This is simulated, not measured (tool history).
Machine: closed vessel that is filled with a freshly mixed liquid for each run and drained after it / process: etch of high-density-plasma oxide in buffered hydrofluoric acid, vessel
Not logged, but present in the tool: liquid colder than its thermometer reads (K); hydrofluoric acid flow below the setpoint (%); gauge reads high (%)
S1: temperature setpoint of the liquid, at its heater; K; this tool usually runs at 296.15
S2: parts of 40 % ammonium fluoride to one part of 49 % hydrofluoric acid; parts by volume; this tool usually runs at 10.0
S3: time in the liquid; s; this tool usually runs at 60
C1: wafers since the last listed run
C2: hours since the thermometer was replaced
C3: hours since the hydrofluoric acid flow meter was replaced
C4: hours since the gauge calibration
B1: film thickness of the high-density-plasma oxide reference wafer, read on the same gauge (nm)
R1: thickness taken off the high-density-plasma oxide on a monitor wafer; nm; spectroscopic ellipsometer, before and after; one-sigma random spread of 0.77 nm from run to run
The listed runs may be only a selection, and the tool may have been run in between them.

Run 1, hour 0.0: usual settings; C1 0; C2 2564.9; C3 1949.5; C4 60.4; B1 70.00. Result: R1 81.82 nm.
Run 2, hour 34.7: usual settings; C1 4619; C2 2599.6; C3 1984.2; C4 95.1; B1 69.96. Result: R1 81.60 nm.
Run 3, hour 48.6: usual settings but S1 299.65 K; C1 1850; C2 2613.5; C3 1998.1; C4 109.0; B1 70.05. Result: R1 99.06 nm.
Run 4, hour 73.5: usual settings but S1 299.65 K; C1 3314; C2 2638.4; C3 2023.0; C4 133.9; B1 70.02. Result: R1 98.74 nm.
Run 5, hour 87.3: usual settings but S1 299.65 K; C1 1836; C2 2652.2; C3 2036.8; C4 147.7; B1 69.97. Result: R1 99.15 nm.
Run 6, hour 100.4: usual settings but S2 8.0 parts by volume, S3 50 s; C1 1743; C2 2665.3; C3 2049.9; C4 160.8; B1 69.95. Result: R1 83.40 nm.
Run 7, hour 123.3: usual settings but S2 8.0 parts by volume, S3 50 s; C1 3048; C2 2688.2; C3 2072.8; C4 183.7; B1 69.94. Result: R1 82.32 nm.
Run 8, hour 194.8: usual settings but S2 8.0 parts by volume, S3 50 s; C1 9517; C2 2759.7; C3 2144.3; C4 255.2; B1 70.00. Result: R1 83.64 nm.
Run 9, hour 213.3: usual settings; C1 2462; C2 2778.2; C3 2162.8; C4 273.7; B1 70.00. Result: R1 81.92 nm.
At hour 222.0: gauge calibrated.
Run 10, hour 238.9: usual settings; C1 3407; C2 2803.8; C3 2188.4; C4 16.9; B1 69.98. Result: R1 83.07 nm.
At hour 268.9: hydrofluoric acid flow meter replaced.
Run 11, hour 272.2: usual settings but S2 8.0 parts by volume, S3 50 s; C1 4299; C2 2837.1; C3 3.3; C4 50.2; B1 69.99. Result: R1 82.66 nm.
Run 12, hour 288.2: usual settings; C1 2129; C2 2853.1; C3 19.3; C4 66.2; B1 69.99. Result: R1 81.96 nm.
Run 13, hour 301.7: usual settings; C1 1797; C2 2866.6; C3 32.8; C4 79.7; B1 70.03. Result: R1 81.66 nm.
Run 14, hour 317.8: usual settings but S2 12.5 parts by volume, S3 50 s; C1 2143; C2 2882.7; C3 48.9; C4 95.8; B1 70.00. Result: R1 55.35 nm.
At hour 338.9: thermometer replaced.
Run 15, hour 339.4: usual settings but S1 299.65 K, S2 8.5 parts by volume, S3 75 s; C1 2742; C2 0.5; C3 70.5; C4 117.4; B1 70.03. Result: R1 140.45 nm.
Run 16, hour 362.6: usual settings but S3 50 s; C1 3088; C2 23.7; C3 93.7; C4 140.6; B1 69.99. Result: R1 68.41 nm.
Run 17, hour 382.5: usual settings; C1 2648; C2 43.6; C3 113.6; C4 160.5; B1 69.95. Result: R1 83.60 nm.
Run 18, hour 394.9: usual settings but S2 14.0 parts by volume, S3 85 s; C1 1650; C2 56.0; C3 126.0; C4 172.9; B1 69.99. Result: R1 83.27 nm.
Run 19, hour 417.6: usual settings but S1 294.15 K, S2 6.5 parts by volume, S3 85 s; C1 3021; C2 78.7; C3 148.7; C4 195.6; B1 70.01. Result: R1 156.94 nm.
Run 20, hour 443.8: usual settings but S1 291.65 K, S3 70 s; C1 3487; C2 104.9; C3 174.9; C4 221.8; B1 70.00. Result: R1 74.81 nm.
Run 21, hour 457.7: usual settings but S1 293.65 K, S2 7.5 parts by volume, S3 30 s; C1 1850; C2 118.8; C3 188.8; C4 235.7; B1 69.98. Result: R1 47.52 nm.

Here are 4 independent what-if runs from the current tool condition. What would each one return?
Run A, hour 458.4: usual settings but S2 11.5 parts by volume; C1 93; C2 119.5; C3 189.5; C4 236.4; B1 ?. Result: R1 ?.
Run B, hour 458.4: usual settings but S1 294.15 K; C1 93; C2 119.5; C3 189.5; C4 236.4; B1 ?. Result: R1 ?.
Run C, hour 458.4: usual settings but S3 75 s; C1 93; C2 119.5; C3 189.5; C4 236.4; B1 ?. Result: R1 ?.
Run D, hour 458.4: usual settings but S2 12.0 parts by volume; C1 93; C2 119.5; C3 189.5; C4 236.4; B1 ?. Result: R1 ?.

run     B1      R1
  A  70.04   70.79
  B  70.04   72.63
  C  70.04  101.40
  D  70.04   67.91
Without the tool's unlogged condition, the same runs would have read:
run      R1
  A   70.79
  B   72.63
  C  101.40
  D   67.91
